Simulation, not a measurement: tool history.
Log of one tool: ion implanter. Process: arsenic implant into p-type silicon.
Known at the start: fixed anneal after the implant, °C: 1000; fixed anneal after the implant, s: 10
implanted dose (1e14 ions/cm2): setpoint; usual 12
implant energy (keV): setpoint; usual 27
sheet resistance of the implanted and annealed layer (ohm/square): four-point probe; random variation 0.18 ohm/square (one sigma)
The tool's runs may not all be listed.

run	hour	implanted dose (1e14 ions/cm2)	implant energy (keV)	read-back reference wafer on the same gauge, sheet resistance	sheet resistance of the implanted and annealed layer (ohm/square)
1	0	10.86	27	95.96	120.98
2	6.4	10.86	27	96.01	121.11
3	16	12	27	96.01	116
4	25.3	12	27	95.99	115.81
5	34.9	12	27	96.01	115.71
6	46.7	12	27	96	115.82
7	56.3	12	27	96.04	115.8
8	71	12	27	95.99	115.6
9	86.4	12	27	95.99	115.8
10	95.7	14.62	31.5	96	101.37
11	103.7	14.62	31.5	96.06	101.45
12	133.6	9.24	27	96.02	131.09
13	145.8	9.24	27	95.97	131.21
14	154	12	27	95.95	115.65
15	168	12	27	96	115.89
16	181.7	12	21	96	127.75
17	198.3	9.68	27	95.99	127.99
18	212.7	12	32.5	96.01	107.89
19	220.7	13.52	35	95.99	100.3
20	230.7	14.97	18.5	96.01	126.7
21	244.3	12	27	96.05	115.73
22	261.4	15.42	21.5	95.98	118.1
# hour 281.8: Faraday cup replaced and dose calibrated
# hour 285.5: gauge calibrated
23	306.3	12	27	96	114.54
24	323.3	8.46	27	96.04	136.02
25	340.8	13.86	18.5	96	128.01
26	351.7	12	17.5	95.99	135.1
27	359	12	27	95.98	114.41
28	369.3	10.48	33.5	96.01	112.73
# hour 380: extraction supply calibrated
# hour 403.5: Faraday cup replaced and dose calibrated, repeated, since the last time left the tool worse
29	405.6	10.48	33.5	95.96	116.97
30	420.9	13.96	27	95.98	111.36
31	429.8	13.18	34	96.01	103.86
32	441.3	12	34	96.02	108.32
33	447.9	14.21	23	95.96	118.24
34	462.5	12	27	96.02	117.75
35	476	9.64	33.5	96.02	122.95
36	490.1	9.18	24	95.99	139.4
37	501.9	15.3	32	96	100.92

Forecast each of these 4 alternatives for the next run:
A	502.3	12	27	?	?
B	502.3	15.49	27	?	?
C	502.3	14.3	20	?	?
D	502.3	13.15	23.5	?	?

run	read-back reference wafer on the same gauge, sheet resistance	sheet resistance of the implanted and annealed layer (ohm/square)
A	96	117.51
B	96	107.75
C	96	124.89
D	96	119.84
Without the tool's hidden state the same runs would have given:
run	sheet resistance of the implanted and annealed layer (ohm/square)
A	117.39
B	107.68
C	124.82
D	119.75

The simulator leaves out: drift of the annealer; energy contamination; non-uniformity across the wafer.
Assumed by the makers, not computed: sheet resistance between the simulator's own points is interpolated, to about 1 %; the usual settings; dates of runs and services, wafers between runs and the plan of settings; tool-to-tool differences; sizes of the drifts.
